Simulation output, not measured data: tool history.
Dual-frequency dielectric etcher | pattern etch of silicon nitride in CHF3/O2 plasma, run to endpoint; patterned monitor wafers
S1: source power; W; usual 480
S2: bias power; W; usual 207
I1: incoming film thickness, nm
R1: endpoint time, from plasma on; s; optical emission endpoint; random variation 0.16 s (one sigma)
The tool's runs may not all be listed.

run 1 hour=0 | S1=430 S2=207 | I1=80.3 | R1=56.6
run 2 hour=17.2 | S1=430 S2=207 | I1=80.6 | R1=56.9
run 3 hour=27.8 | S1=480 S2=207 | I1=80.5 | R1=55.3
run 4 hour=45 | S1=480 S2=207 | I1=80.9 | R1=55.7
run 5 hour=63 | S1=560 S2=207 | I1=80.3 | R1=53
run 6 hour=70.7 | S1=480 S2=207 | I1=79.4 | R1=54.7
run 7 hour=87.8 | S1=480 S2=207 | I1=80.6 | R1=55.3
run 8 hour=96.4 | S1=480 S2=207 | I1=80.8 | R1=55.9
run 9 hour=104.4 | S1=570 S2=207 | I1=80.8 | R1=53
-- hour=109.7 source power generator calibrated
run 10 hour=116.4 | S1=480 S2=207 | I1=80.2 | R1=55.3
-- hour=144.3 upper electrode replaced
-- hour=155.1 wet clean of the chamber
run 11 hour=155.6 | S1=580 S2=226 | I1=80.4 | R1=48.3
run 12 hour=156 | S1=590 S2=207 | I1=80.2 | R1=49.9
run 13 hour=156.3 | S1=420 S2=207 | I1=80.9 | R1=55.6
run 14 hour=158.7 | S1=530 S2=192 | I1=80.7 | R1=53.1
-- hour=168.2 bias power generator calibrated
run 15 hour=176.2 | S1=480 S2=190 | I1=80.2 | R1=54.6
run 16 hour=185.1 | S1=430 S2=254 | I1=80.6 | R1=51.1
run 17 hour=202 | S1=430 S2=207 | I1=80.5 | R1=54.9
run 18 hour=214.6 | S1=550 S2=207 | I1=81.3 | R1=51.8

4 ways to go on from here, each from the tool as it stands after run 18. What would each give?
run A hour=215 | S1=370 S2=207 | I1=79.9 | R1=?
run B hour=215 | S1=420 S2=179 | I1=79.9 | R1=?
run C hour=215 | S1=430 S2=253 | I1=79.9 | R1=?
run D hour=215 | S1=400 S2=234 | I1=79.9 | R1=?

run=A R1=57.2
run=B R1=57.9
run=C R1=51.1
run=D R1=53.6
Without the tool's hidden state the same runs would have given:
run=A R1=56.5
run=B R1=57.3
run=C R1=50.5
run=D R1=53
